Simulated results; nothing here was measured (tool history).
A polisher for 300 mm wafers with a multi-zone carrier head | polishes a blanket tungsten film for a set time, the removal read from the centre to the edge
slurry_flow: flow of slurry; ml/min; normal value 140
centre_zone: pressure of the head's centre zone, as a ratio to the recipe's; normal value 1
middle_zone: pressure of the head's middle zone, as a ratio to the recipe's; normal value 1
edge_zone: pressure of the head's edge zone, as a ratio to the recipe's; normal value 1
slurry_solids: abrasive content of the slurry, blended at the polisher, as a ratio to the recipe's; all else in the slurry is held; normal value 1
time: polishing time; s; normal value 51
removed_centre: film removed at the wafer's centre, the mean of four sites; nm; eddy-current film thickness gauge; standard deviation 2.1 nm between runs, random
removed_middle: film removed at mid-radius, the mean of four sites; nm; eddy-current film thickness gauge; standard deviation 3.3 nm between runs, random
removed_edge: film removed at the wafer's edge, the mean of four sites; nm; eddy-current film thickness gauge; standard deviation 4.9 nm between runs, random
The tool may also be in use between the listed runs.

| run | hour | slurry_flow | centre_zone | middle_zone | edge_zone | slurry_solids | time | incoming thickness of the incoming film, nm | removed_centre | removed_middle | removed_edge |
|---|---|---|---|---|---|---|---|---|---|---|---|
| 1 | 0 | 140 | 1 | 1 | 1 | 1 | 51 | 963.5 | 330.6 | 335.2 | 321.3 |
| 2 | 31.2 | 140 | 1 | 1 | 1 | 1 | 51 | 953.3 | 324.3 | 326.9 | 323.2 |
|  | 43.9 | centre zone pressure recalibrated |
|  | 49.6 | edge zone pressure recalibrated |
| 3 | 51.9 | 140 | 1 | 1 | 1 | 1 | 51 | 966 | 324.6 | 325.6 | 320.7 |
|  | 59.8 | slurry nozzle cleaned |
| 4 | 85.4 | 140 | 1 | 1 | 1 | 1 | 51 | 944.8 | 321.6 | 319.3 | 307.3 |
|  | 113.4 | carrier head's membrane replaced by a new one |
| 5 | 114.5 | 140 | 1 | 1 | 1 | 1 | 51 | 958.2 | 314.9 | 314.8 | 318.3 |
|  | 131.6 | worn pad replaced by a new one |
| 6 | 132.1 | 140 | 1 | 1 | 1 | 1 | 51 | 957.2 | 328.5 | 327 | 332.8 |
| 7 | 150.3 | 140 | 1 | 1 | 1 | 1 | 51 | 966.6 | 329.3 | 332.3 | 321.2 |
| 8 | 185.9 | 140 | 1 | 1 | 1 | 1 | 51 | 959.4 | 323.4 | 326.6 | 321.4 |
| 9 | 201.8 | 140 | 1 | 1 | 1 | 1 | 51 | 974.7 | 321.9 | 321.9 | 314.1 |
| 10 | 226.1 | 180 | 1 | 0.95 | 1 | 1 | 51 | 950.7 | 336.7 | 328.5 | 339.1 |
| 11 | 252.2 | 140 | 1 | 1 | 1 | 1 | 51 | 955.9 | 319.7 | 317.8 | 320.5 |
|  | 263.6 | worn pad replaced by a new one |
| 12 | 287.1 | 140 | 1 | 0.88 | 1 | 1 | 35 | 969.6 | 223.8 | 202.3 | 227.3 |
| 13 | 306.6 | 140 | 1 | 1 | 1 | 1 | 51 | 957.8 | 325.7 | 324.5 | 332.1 |
| 14 | 332.8 | 140 | 1 | 0.96 | 1 | 0.9 | 51 | 966.3 | 310.9 | 302 | 301.8 |
|  | 336.4 | slurry nozzle cleaned |
| 15 | 344.9 | 140 | 1 | 1 | 1 | 1 | 51 | 962.2 | 322.2 | 326.1 | 315.8 |
| 16 | 375.6 | 140 | 0.93 | 1.03 | 1 | 1.2 | 61 | 975.4 | 367 | 411.3 | 405.9 |
| 17 | 393.1 | 140 | 1 | 1 | 1 | 1 | 51 | 961.1 | 315.2 | 317.9 | 311.4 |
|  | 416.9 | worn pad replaced by a new one |
| 18 | 417.4 | 140 | 1 | 1.04 | 1 | 1 | 51 | 971.7 | 330.3 | 340.2 | 333.8 |
| 19 | 432.6 | 140 | 1 | 1 | 1 | 0.9 | 51 | 950.7 | 322 | 320.7 | 322 |
| 20 | 457.6 | 100 | 1.07 | 1.05 | 1 | 1 | 63 | 978 | 389.3 | 383.1 | 380.4 |
| 21 | 492.9 | 140 | 1 | 1 | 1 | 0.85 | 58 | 960.8 | 348.5 | 352 | 335.7 |
| 22 | 524.8 | 140 | 0.95 | 1.04 | 1 | 1 | 51 | 947.5 | 300 | 330 | 313.2 |

Branching from run 22: 3 alternative next runs. What would each branch give?
| A | 525.2 | 140 | 1.03 | 1 | 1 | 1 | 51 | 975.5 | ? | ? | ? |
| B | 525.2 | 140 | 0.9 | 1 | 0.94 | 1 | 51 | 975.5 | ? | ? | ? |
| C | 525.2 | 140 | 1 | 1 | 1 | 1.1 | 63 | 975.5 | ? | ? | ? |

| run | removed_centre | removed_middle | removed_edge |
|---|---|---|---|
| A | 325.8 | 322.4 | 308.7 |
| B | 284.4 | 322.6 | 299.8 |
| C | 400.5 | 408.3 | 391 |
Take away the tool's hidden state, keep each run's random variation, and the runs would have read:
| run | removed_centre | removed_middle | removed_edge |
|---|---|---|---|
| A | 339.5 | 336 | 321.8 |
| B | 296.3 | 336.2 | 312.4 |
| C | 417.4 | 425.5 | 407.5 |
